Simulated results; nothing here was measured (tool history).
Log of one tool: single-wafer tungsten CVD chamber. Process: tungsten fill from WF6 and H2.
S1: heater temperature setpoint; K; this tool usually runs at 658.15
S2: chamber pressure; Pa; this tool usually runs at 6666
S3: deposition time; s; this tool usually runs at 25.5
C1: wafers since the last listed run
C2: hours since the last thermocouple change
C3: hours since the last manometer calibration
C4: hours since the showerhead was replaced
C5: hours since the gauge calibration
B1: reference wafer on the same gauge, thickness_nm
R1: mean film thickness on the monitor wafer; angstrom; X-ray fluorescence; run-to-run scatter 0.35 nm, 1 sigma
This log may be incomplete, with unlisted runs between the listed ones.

run,hour,S1,S2,S3,C1,C2,C3,C4,C5,B1,R1
1,0,658.15,6666,25.5,0,1322.4,1158.3,7598,200.8,81.761,730.21
2,13.3,658.15,6666,25.5,280,1335.7,1171.6,7611.3,214.1,81.642,733.83
3,30,658.15,6666,25.5,352,1352.4,1188.3,7628,230.8,81.551,727.5
4,41.7,663.15,6666,29.2,247,1364.1,1200,7639.7,242.5,81.723,918.82
5,51.7,663.15,6666,29.2,211,1374.1,1210,7649.7,252.5,81.828,920.4
6,58.7,663.15,6666,29.2,147,1381.1,1217,7656.7,259.5,81.618,920.49
7,75.5,658.15,6666,25.5,354,1397.9,1233.8,7673.5,276.3,81.712,726.63
8,93.4,658.15,6666,25.5,378,1415.8,1251.7,7691.4,294.2,81.585,722.45
9,109.6,658.15,6666,25.5,342,1432,1267.9,7707.6,310.4,81.645,730.04
10,118.4,658.15,6666,25.5,185,1440.8,1276.7,7716.4,319.2,81.741,721.67
# hour 129.3: gauge calibrated
11,134.9,667.15,6666,25.5,348,1457.3,1293.2,7732.9,5.6,81.736,857.16
12,146.5,658.15,6666,25.5,245,1468.9,1304.8,7744.5,17.2,81.808,725.8
13,154.5,644.15,5999,21.6,168,1476.9,1312.8,7752.5,25.2,81.721,442.48
# hour 167.4: showerhead replaced
14,167.9,658.15,6666,25.5,114,1490.3,1326.2,0.5,38.6,81.801,720.55
# hour 179: capacitance manometer re-zeroed and calibrated
15,182.2,670.15,7493,23.9,133,1504.6,3.2,14.8,52.9,81.67,871.75
16,197.8,658.15,6093,25.5,329,1520.2,18.8,30.4,68.5,81.685,699.89
17,207.6,646.15,5506,29.3,207,1530,28.6,40.2,78.3,81.663,613.04
18,216.5,662.15,5653,23.1,187,1538.9,37.5,49.1,87.2,81.801,662.1
19,229.7,668.15,5400,25.5,278,1552.1,50.7,62.3,100.4,81.7,806.82
# hour 245.1: thermocouple changed; heater temperature recalibrated
20,245.6,658.15,6666,25.5,166,0.5,66.6,78.2,116.3,81.761,768.57
21,248.7,650.15,7786,25.5,65,3.6,69.7,81.3,119.4,81.663,694.85
22,302.1,652.15,5520,23.8,1127,57,123.1,134.7,172.8,81.606,596.64
23,310.5,646.15,5360,21.6,177,65.4,131.5,143.1,181.2,81.726,482.2
24,324.7,658.15,6666,25.5,299,79.6,145.7,157.3,195.4,81.787,774.02

A few steps of R1 between consecutive runs. Split each: what settings, incoming material and random variation would produce without the hidden state, and what is left over for the hidden state, along with gauge scatter present in only one of the two compared results (measured, and without hidden state):
Hidden conditions of the tool in this case: wafer temperature above the value expected at the setpoint (K); true pressure above the setpoint (%); gauge reads high (%).
Run 12 -> 13: S1 658.15 -> 644.15, S2 6666 -> 5999, S3 25.5 -> 21.6. R1 -283.32 angstrom: hidden state +18.22, all else -301.54.
Run 13 -> 14: S1 644.15 -> 658.15, S2 5999 -> 6666, S3 21.6 -> 25.5, showerhead replaced. R1 +278.07 angstrom: hidden state -19.86, all else +297.93.
Run 19 -> 20: S1 668.15 -> 658.15, S2 5400 -> 6666, thermocouple changed; heater temperature recalibrated. R1 -38.25 angstrom: hidden state +60.4, all else -98.65.
Run 23 -> 24: S1 646.15 -> 658.15, S2 5360 -> 6666, S3 21.6 -> 25.5. R1 +291.82 angstrom: hidden state -1.66, all else +293.48.

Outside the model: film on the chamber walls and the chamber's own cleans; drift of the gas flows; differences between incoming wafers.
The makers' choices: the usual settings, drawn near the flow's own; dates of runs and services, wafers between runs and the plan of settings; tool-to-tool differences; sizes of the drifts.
